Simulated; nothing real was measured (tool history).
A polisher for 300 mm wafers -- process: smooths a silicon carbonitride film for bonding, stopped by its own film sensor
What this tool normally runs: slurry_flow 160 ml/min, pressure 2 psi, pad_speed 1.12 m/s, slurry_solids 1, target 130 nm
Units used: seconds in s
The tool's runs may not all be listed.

run,day,slurry_flow,pressure,pad_speed,slurry_solids,target,"incoming thickness of the incoming film, nm",seconds
1,0,160,2,1.12,1,130,149.6,68.5
2,2.071,160,2,1.12,1,130,149.2,66.6
3,5.05,160,2,0.84,1,130,149.6,86.6
4,7.383,160,2,1.12,1,130,150.9,74.4
5,10.25,160,2,1.12,1,130,150.4,74.3
# day 10.958: worn pad replaced by a new one
6,11.804,160,2,1.12,1,130,150.4,70.9
# day 14.117: slurry blender recalibrated
7,14.138,160,2,1.02,1,135,150.7,59.2
8,16.304,160,2,1.12,1,130,150.7,72.8
9,18.288,160,2,1.12,1,127,149.7,80.1
10,20.696,160,2,1.12,1,127,149,76.5
# day 22.304: head pressure recalibrated
# day 22.975: worn pad replaced by a new one
11,23.05,160,2,1.12,1,127,151.1,82.8
# day 23.758: slurry nozzle cleaned
12,24.396,160,2,1.12,1,134,150,55.3
13,26.742,160,2,1.12,1,130,151.4,75.2
# day 27.8: slurry blender recalibrated
14,28.262,160,2,1.12,1.2,130,149.7,63.5
15,30.55,160,2.2,1.12,0.7,124,151.1,103.3
16,35.258,160,2,1.12,1,130,151.3,78.5
# day 36.583: worn pad replaced by a new one, of another model than before
17,37.438,160,2,1.12,1,130,153.4,81.2
# day 39.642: slurry blender recalibrated
18,40.183,160,2,1.12,1,130,149.3,67.1
19,46.717,160,2.3,1.12,1,124,149.5,83.1
# day 47.488: head pressure recalibrated
20,48.171,160,2,1.12,1,130,149.5,70.2
# day 49.112: worn pad replaced by a new one
21,51.167,160,1.6,1.12,1.2,130,150.8,73.7
# day 51.358: slurry blender recalibrated
# day 52.033: slurry nozzle cleaned
22,53.467,120,1.3,1.12,1.25,127,149.9,91.9
23,55.388,160,1.5,1.12,1.1,130,148.6,71
24,59.321,160,2.5,1.34,1,130,152.6,65.3
25,60.562,160,1.5,0.94,0.85,134,149.5,76.6
# day 60.8: worn pad replaced by a new one
26,63.392,160,1.8,1.44,1,134,149.1,48.3
27,65.45,160,2,1.12,0.75,137,151.3,58.4

Table of differences, measured result less the result of that run with no hidden state. Run-to-run variation is the same in both. Gauge scatter possibly is not:
Hidden state present: removal rate lost through wear of the pad, %; slurry flow missing at the pad, %; deviation of the head's pressure from its setpoint, %; abrasive missing from the slurry, %.
run,seconds
1,+0.4
2,+0.8
3,+2.1
4,+2.9
5,+4.4
6,+0.5
7,+0.5
8,+1.1
9,+1.8
10,+2.6
11,+0.3
12,+0.2
13,+0.5
14,+0.7
15,+2
16,+3.6
17,+0.1
18,+0.3
19,+2.5
20,+2.8
21,+0.4
22,+0.9
23,+1.1
24,+2.2
25,+3.2
26,+0.2
27,+0.6

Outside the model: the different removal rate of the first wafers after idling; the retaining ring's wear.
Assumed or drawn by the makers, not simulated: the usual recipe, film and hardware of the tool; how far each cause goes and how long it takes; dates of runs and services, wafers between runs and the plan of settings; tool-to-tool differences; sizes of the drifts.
